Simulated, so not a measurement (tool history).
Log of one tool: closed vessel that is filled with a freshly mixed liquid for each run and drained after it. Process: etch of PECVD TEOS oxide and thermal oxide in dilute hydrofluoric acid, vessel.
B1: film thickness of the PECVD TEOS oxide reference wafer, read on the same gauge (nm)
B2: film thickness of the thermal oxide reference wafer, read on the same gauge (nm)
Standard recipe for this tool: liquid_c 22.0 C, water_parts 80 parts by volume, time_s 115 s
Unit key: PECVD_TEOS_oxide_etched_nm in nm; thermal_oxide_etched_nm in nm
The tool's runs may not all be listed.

{"run": 1, "day": 0.0, "liquid_c": 22.0, "water_parts": 80, "time_s": 145, "B1": 79.97, "B2": 69.94, "PECVD_TEOS_oxide_etched_nm": 26.54, "thermal_oxide_etched_nm": 9.06}
{"run": 2, "day": 2.579, "liquid_c": 22.0, "water_parts": 80, "time_s": 115, "B1": 80.0, "B2": 70.0, "PECVD_TEOS_oxide_etched_nm": 20.4, "thermal_oxide_etched_nm": 7.22}
{"run": 3, "day": 4.712, "liquid_c": 22.0, "water_parts": 80, "time_s": 115, "B1": 80.0, "B2": 70.0, "PECVD_TEOS_oxide_etched_nm": 20.99, "thermal_oxide_etched_nm": 7.21}
{"run": 4, "day": 6.458, "liquid_c": 22.0, "water_parts": 80, "time_s": 155, "B1": 79.99, "B2": 69.97, "PECVD_TEOS_oxide_etched_nm": 27.98, "thermal_oxide_etched_nm": 9.82}
{"day": 8.821, "done": "gauge calibrated"}
{"run": 5, "day": 8.846, "liquid_c": 22.0, "water_parts": 80, "time_s": 115, "B1": 80.01, "B2": 69.97, "PECVD_TEOS_oxide_etched_nm": 21.0, "thermal_oxide_etched_nm": 7.23}
{"run": 6, "day": 10.362, "liquid_c": 22.0, "water_parts": 80, "time_s": 115, "B1": 80.01, "B2": 70.01, "PECVD_TEOS_oxide_etched_nm": 20.76, "thermal_oxide_etched_nm": 7.3}
{"run": 7, "day": 13.208, "liquid_c": 22.0, "water_parts": 80, "time_s": 115, "B1": 80.02, "B2": 69.98, "PECVD_TEOS_oxide_etched_nm": 21.3, "thermal_oxide_etched_nm": 7.33}
{"day": 14.662, "done": "hydrofluoric acid flow meter replaced"}
{"run": 8, "day": 15.283, "liquid_c": 22.0, "water_parts": 80, "time_s": 165, "B1": 79.99, "B2": 69.98, "PECVD_TEOS_oxide_etched_nm": 27.73, "thermal_oxide_etched_nm": 9.73}
{"run": 9, "day": 17.35, "liquid_c": 22.0, "water_parts": 80, "time_s": 165, "B1": 80.05, "B2": 70.01, "PECVD_TEOS_oxide_etched_nm": 27.8, "thermal_oxide_etched_nm": 9.65}
{"run": 10, "day": 18.875, "liquid_c": 22.0, "water_parts": 80, "time_s": 115, "B1": 80.02, "B2": 70.01, "PECVD_TEOS_oxide_etched_nm": 19.5, "thermal_oxide_etched_nm": 6.75}
{"run": 11, "day": 19.904, "liquid_c": 22.0, "water_parts": 40, "time_s": 115, "B1": 79.98, "B2": 70.02, "PECVD_TEOS_oxide_etched_nm": 41.08, "thermal_oxide_etched_nm": 14.17}
{"run": 12, "day": 22.567, "liquid_c": 20.5, "water_parts": 105, "time_s": 85, "B1": 80.0, "B2": 70.02, "PECVD_TEOS_oxide_etched_nm": 10.18, "thermal_oxide_etched_nm": 3.52}
{"run": 13, "day": 23.862, "liquid_c": 20.5, "water_parts": 70, "time_s": 70, "B1": 80.0, "B2": 69.95, "PECVD_TEOS_oxide_etched_nm": 12.9, "thermal_oxide_etched_nm": 4.52}
{"run": 14, "day": 25.933, "liquid_c": 22.0, "water_parts": 80, "time_s": 115, "B1": 79.98, "B2": 69.99, "PECVD_TEOS_oxide_etched_nm": 19.73, "thermal_oxide_etched_nm": 6.77}
{"day": 26.171, "done": "thermometer replaced"}
{"run": 15, "day": 32.85, "liquid_c": 22.0, "water_parts": 80, "time_s": 80, "B1": 80.01, "B2": 70.01, "PECVD_TEOS_oxide_etched_nm": 13.75, "thermal_oxide_etched_nm": 4.81}
{"run": 16, "day": 34.138, "liquid_c": 26.5, "water_parts": 50, "time_s": 115, "B1": 80.0, "B2": 69.98, "PECVD_TEOS_oxide_etched_nm": 39.86, "thermal_oxide_etched_nm": 13.71}
{"run": 17, "day": 35.7, "liquid_c": 20.5, "water_parts": 105, "time_s": 85, "B1": 80.0, "B2": 70.05, "PECVD_TEOS_oxide_etched_nm": 10.3, "thermal_oxide_etched_nm": 3.58}
{"run": 18, "day": 38.279, "liquid_c": 17.5, "water_parts": 80, "time_s": 95, "B1": 80.03, "B2": 70.01, "PECVD_TEOS_oxide_etched_nm": 13.67, "thermal_oxide_etched_nm": 4.79}
{"run": 19, "day": 39.646, "liquid_c": 25.5, "water_parts": 60, "time_s": 95, "B1": 80.02, "B2": 70.0, "PECVD_TEOS_oxide_etched_nm": 26.42, "thermal_oxide_etched_nm": 9.03}
{"run": 20, "day": 41.05, "liquid_c": 22.0, "water_parts": 80, "time_s": 115, "B1": 80.0, "B2": 70.02, "PECVD_TEOS_oxide_etched_nm": 20.13, "thermal_oxide_etched_nm": 7.01}
{"run": 21, "day": 42.792, "liquid_c": 20.5, "water_parts": 90, "time_s": 115, "B1": 79.98, "B2": 69.99, "PECVD_TEOS_oxide_etched_nm": 16.49, "thermal_oxide_etched_nm": 5.81}
{"run": 22, "day": 44.262, "liquid_c": 22.0, "water_parts": 80, "time_s": 115, "B1": 80.0, "B2": 69.98, "PECVD_TEOS_oxide_etched_nm": 20.05, "thermal_oxide_etched_nm": 6.99}
{"run": 23, "day": 46.862, "liquid_c": 22.0, "water_parts": 80, "time_s": 115, "B1": 79.99, "B2": 70.03, "PECVD_TEOS_oxide_etched_nm": 20.14, "thermal_oxide_etched_nm": 7.02}
{"run": 24, "day": 48.5, "liquid_c": 24.5, "water_parts": 100, "time_s": 85, "B1": 79.99, "B2": 69.99, "PECVD_TEOS_oxide_etched_nm": 12.94, "thermal_oxide_etched_nm": 4.5}
{"run": 25, "day": 50.875, "liquid_c": 25.0, "water_parts": 115, "time_s": 115, "B1": 79.98, "B2": 69.97, "PECVD_TEOS_oxide_etched_nm": 15.21, "thermal_oxide_etched_nm": 5.32}
{"run": 26, "day": 53.15, "liquid_c": 18.0, "water_parts": 80, "time_s": 115, "B1": 80.01, "B2": 70.02, "PECVD_TEOS_oxide_etched_nm": 17.15, "thermal_oxide_etched_nm": 6.03}
{"run": 27, "day": 55.85, "liquid_c": 25.5, "water_parts": 65, "time_s": 165, "B1": 79.99, "B2": 70.0, "PECVD_TEOS_oxide_etched_nm": 42.13, "thermal_oxide_etched_nm": 14.74}

What was the tool's hidden state at every run in the log?
liquid colder than its thermometer reads (K): 0 across all the runs
gauge reads high (%): 0 across all the runs
H1: hydrofluoric acid flow above the setpoint (%)
run=1 H1=6.73
run=2 H1=7.08
run=3 H1=7.37
run=4 H1=7.61
run=5 H1=7.94
run=6 H1=8.15
run=7 H1=8.54
run=8 H1=0.373
run=9 H1=0.657
run=10 H1=0.866
run=11 H1=1.01
run=12 H1=1.37
run=13 H1=1.55
run=14 H1=1.84
run=15 H1=2.79
run=16 H1=2.96
run=17 H1=3.18
run=18 H1=3.53
run=19 H1=3.72
run=20 H1=3.91
run=21 H1=4.15
run=22 H1=4.35
run=23 H1=4.71
run=24 H1=4.94
run=25 H1=5.26
run=26 H1=5.57
run=27 H1=5.95

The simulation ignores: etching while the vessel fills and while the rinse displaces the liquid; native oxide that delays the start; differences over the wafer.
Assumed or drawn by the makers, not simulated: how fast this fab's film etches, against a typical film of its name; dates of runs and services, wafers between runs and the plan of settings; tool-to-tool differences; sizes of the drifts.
